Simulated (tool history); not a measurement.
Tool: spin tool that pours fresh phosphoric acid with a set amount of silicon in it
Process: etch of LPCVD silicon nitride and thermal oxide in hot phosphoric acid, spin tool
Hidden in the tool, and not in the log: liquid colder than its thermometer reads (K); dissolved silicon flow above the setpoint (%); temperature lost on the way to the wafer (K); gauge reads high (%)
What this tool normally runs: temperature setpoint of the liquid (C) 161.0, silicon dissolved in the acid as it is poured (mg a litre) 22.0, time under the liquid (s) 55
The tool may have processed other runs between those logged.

run    hour  temperature setpoint of the liquid (C)  silicon dissolved in the acid as it is poured (mg a litre)  time under the liquid (s)  wafers since the last listed run  hours since the thermometer was replaced  hours since the dissolved silicon flow meter was replaced  hours since the heated supply line was repaired  hours since the gauge calibration  read-back film thickness of the LPCVD silicon nitride reference wafer, read on the same gauge (nm)  thickness taken off the LPCVD silicon nitride on a monitor wafer (Å)
  1     0.0                                   161.0                                                        30.0                         55                                 0                                     141.9                                                     2324.2                                             22.2                             2514.2                                                                                               30.02                                                                  49.0
  2    40.1                                   161.0                                                        31.0                         40                               602                                     182.0                                                     2364.3                                             62.3                             2554.3                                                                                               30.00                                                                  35.7
  3   118.9                                   161.0                                                        36.0                         40                              1184                                     260.8                                                     2443.1                                            141.1                             2633.1                                                                                               30.02                                                                  35.7
  4   176.5                                   163.5                                                        28.5                         30                               866                                     318.4                                                     2500.7                                            198.7                             2690.7                                                                                               30.03                                                                  29.0
  5   273.8                                   161.0                                                        22.0                         55                              1462                                     415.7                                                     2598.0                                            296.0                             2788.0                                                                                               29.98                                                                  48.9
  6   346.5                                   161.0                                                        22.0                         55                              1093                                     488.4                                                     2670.7                                            368.7                             2860.7                                                                                               30.03                                                                  48.8
  7   452.5                                   162.0                                                        26.5                         45                              1593                                     594.4                                                     2776.7                                            474.7                             2966.7                                                                                               30.00                                                                  41.1
      484.4  -- gauge calibrated
  8   509.3                                   164.0                                                        15.5                         55                               853                                     651.2                                                     2833.5                                            531.5                               24.9                                                                                               29.99                                                                  53.4
      536.3  -- dissolved silicon flow meter replaced
  9   592.4                                   161.0                                                        22.0                         40                              1234                                     734.3                                                       56.1                                            614.6                              108.0                                                                                               29.96                                                                  35.4
 10   636.7                                   161.0                                                        22.0                         30                               666                                     778.6                                                      100.4                                            658.9                              152.3                                                                                               30.03                                                                  26.3
 11   687.4                                   162.0                                                        22.0                         25                               762                                     829.3                                                      151.1                                            709.6                              203.0                                                                                               30.02                                                                  22.8
 12   775.4                                   161.0                                                        22.0                         55                              1323                                     917.3                                                      239.1                                            797.6                              291.0                                                                                               30.02                                                                  48.3
      805.9  -- heated supply line repaired
 13   837.2                                   158.0                                                        22.0                         55                               914                                     979.1                                                      300.9                                             31.3                              352.8                                                                                               29.95                                                                  43.5
 14   916.6                                   163.0                                                        22.0                         25                              1193                                    1058.5                                                      380.3                                            110.7                              432.2                                                                                               30.01                                                                  23.4
 15   990.9                                   163.5                                                        31.0                         90                              1117                                    1132.8                                                      454.6                                            185.0                              506.5                                                                                               30.05                                                                  85.6
 16  1061.0                                   159.5                                                        22.0                         55                              1053                                    1202.9                                                      524.7                                            255.1                              576.6                                                                                               30.00                                                                  45.6
 17  1103.7                                   161.0                                                        22.0                         55                               641                                    1245.6                                                      567.4                                            297.8                              619.3                                                                                               29.99                                                                  48.0
 18  1146.8                                   161.0                                                        22.0                         30                               648                                    1288.7                                                      610.5                                            340.9                              662.4                                                                                               29.97                                                                  26.2
 19  1224.1                                   162.0                                                        35.0                         35                              1162                                    1366.0                                                      687.8                                            418.2                              739.7                                                                                               30.01                                                                  31.6
 20  1266.1                                   162.0                                                        12.0                         55                               631                                    1408.0                                                      729.8                                            460.2                              781.7                                                                                               30.00                                                                  49.3
 21  1303.2                                   161.0                                                        14.5                         55                               557                                    1445.1                                                      766.9                                            497.3                              818.8                                                                                               30.00                                                                  47.8

How would selected steps in thickness taken off the LPCVD silicon nitride on a monitor wafer (Å) from run to run divide? Give the signed amount a tool lacking its hidden state would still show from settings, what came in and random variation, and the signed amount left for the hidden state, including any gauge scatter that is not in both of the compared results.
Run 14 -> 15: temperature setpoint of the liquid (C) 163.0 -> 163.5, silicon dissolved in the acid as it is poured (mg a litre) 22.0 -> 31.0, time under the liquid (s) 25 -> 90. thickness taken off the LPCVD silicon nitride on a monitor wafer (Å) +62.2: hidden state -2.1, all else +64.3.
Run 15 -> 16: temperature setpoint of the liquid (C) 163.5 -> 159.5, silicon dissolved in the acid as it is poured (mg a litre) 31.0 -> 22.0, time under the liquid (s) 90 -> 55. thickness taken off the LPCVD silicon nitride on a monitor wafer (Å) -40.0: hidden state +1.2, all else -41.2.
